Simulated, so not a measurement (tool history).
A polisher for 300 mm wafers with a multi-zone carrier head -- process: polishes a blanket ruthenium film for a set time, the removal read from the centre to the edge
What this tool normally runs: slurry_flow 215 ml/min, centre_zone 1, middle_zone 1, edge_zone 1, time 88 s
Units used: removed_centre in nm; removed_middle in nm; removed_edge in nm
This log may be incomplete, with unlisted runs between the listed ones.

| run | hour | slurry_flow | centre_zone | middle_zone | edge_zone | time | incoming thickness of the incoming film, nm | removed_centre | removed_middle | removed_edge |
|---|---|---|---|---|---|---|---|---|---|---|
| 1 | 0 | 215 | 1 | 1 | 1.07 | 88 | 448.2 | 83 | 83.9 | 89.1 |
| 2 | 42.3 | 215 | 1 | 1 | 1.07 | 88 | 446.3 | 82.4 | 83.7 | 89.7 |
|  | 84.4 | worn pad replaced by a new one |
| 3 | 84.8 | 215 | 1 | 1 | 1 | 88 | 456.6 | 80.7 | 83.3 | 84.4 |
| 4 | 133.4 | 265 | 1 | 1 | 1.06 | 88 | 446.6 | 84.8 | 87.5 | 92 |
| 5 | 194.8 | 265 | 1 | 1 | 1.06 | 88 | 453.1 | 84.2 | 87.2 | 89.9 |
|  | 211.5 | centre zone pressure recalibrated |
|  | 236 | worn pad replaced by a new one |
| 6 | 239.3 | 215 | 1 | 1 | 0.93 | 88 | 449.1 | 80.2 | 82.9 | 83.2 |
|  | 243.2 | edge zone pressure recalibrated |
| 7 | 266.9 | 215 | 1 | 1 | 0.93 | 88 | 459.6 | 81.3 | 80.6 | 81.8 |
|  | 362.2 | worn pad replaced by a new one |
| 8 | 390.2 | 185 | 1 | 1 | 1.04 | 88 | 458.6 | 75.7 | 79.4 | 84.3 |
| 9 | 416.7 | 215 | 1 | 0.94 | 1.08 | 88 | 442.7 | 80.6 | 77.5 | 87.7 |
| 10 | 466.2 | 215 | 1 | 0.96 | 1 | 115 | 452.2 | 104.7 | 103.5 | 110.8 |
| 11 | 507.8 | 155 | 1 | 0.96 | 1.1 | 88 | 445 | 70.1 | 70.9 | 83.5 |
|  | 515.2 | worn pad replaced by a new one |
|  | 521.6 | slurry nozzle cleaned |
|  | 538.4 | carrier head's membrane replaced by a new one |
| 12 | 551 | 255 | 1 | 0.89 | 0.88 | 88 | 451.5 | 92.1 | 84.2 | 86.5 |
| 13 | 586.1 | 215 | 1 | 1 | 1 | 88 | 452.5 | 88 | 88.2 | 91 |
| 14 | 627.5 | 215 | 1 | 1 | 1 | 88 | 452.9 | 87.5 | 88.3 | 89.3 |
|  | 645.7 | worn pad replaced by a new one |
| 15 | 691.1 | 215 | 1.04 | 1 | 1.07 | 88 | 450.8 | 89.6 | 86.6 | 92.1 |

Below are 3 alternative next runs, each starting from the tool's condition after run 15. Predict each:
| A | 691.6 | 215 | 1.05 | 1 | 1 | 88 | 446.1 | ? | ? | ? |
| B | 691.6 | 140 | 1 | 1 | 1.03 | 88 | 446.1 | ? | ? | ? |
| C | 691.6 | 215 | 0.89 | 1 | 1 | 88 | 446.1 | ? | ? | ? |

| run | removed_centre | removed_middle | removed_edge |
|---|---|---|---|
| A | 89.6 | 87.5 | 87.9 |
| B | 76.1 | 78.9 | 82.9 |
| C | 77.1 | 87.6 | 87.9 |
With no hidden state in the tool, these same runs would have given:
| run | removed_centre | removed_middle | removed_edge |
|---|---|---|---|
| A | 93.2 | 90.7 | 90.3 |
| B | 81.2 | 83.5 | 86.2 |
| C | 80.2 | 90.8 | 90.3 |
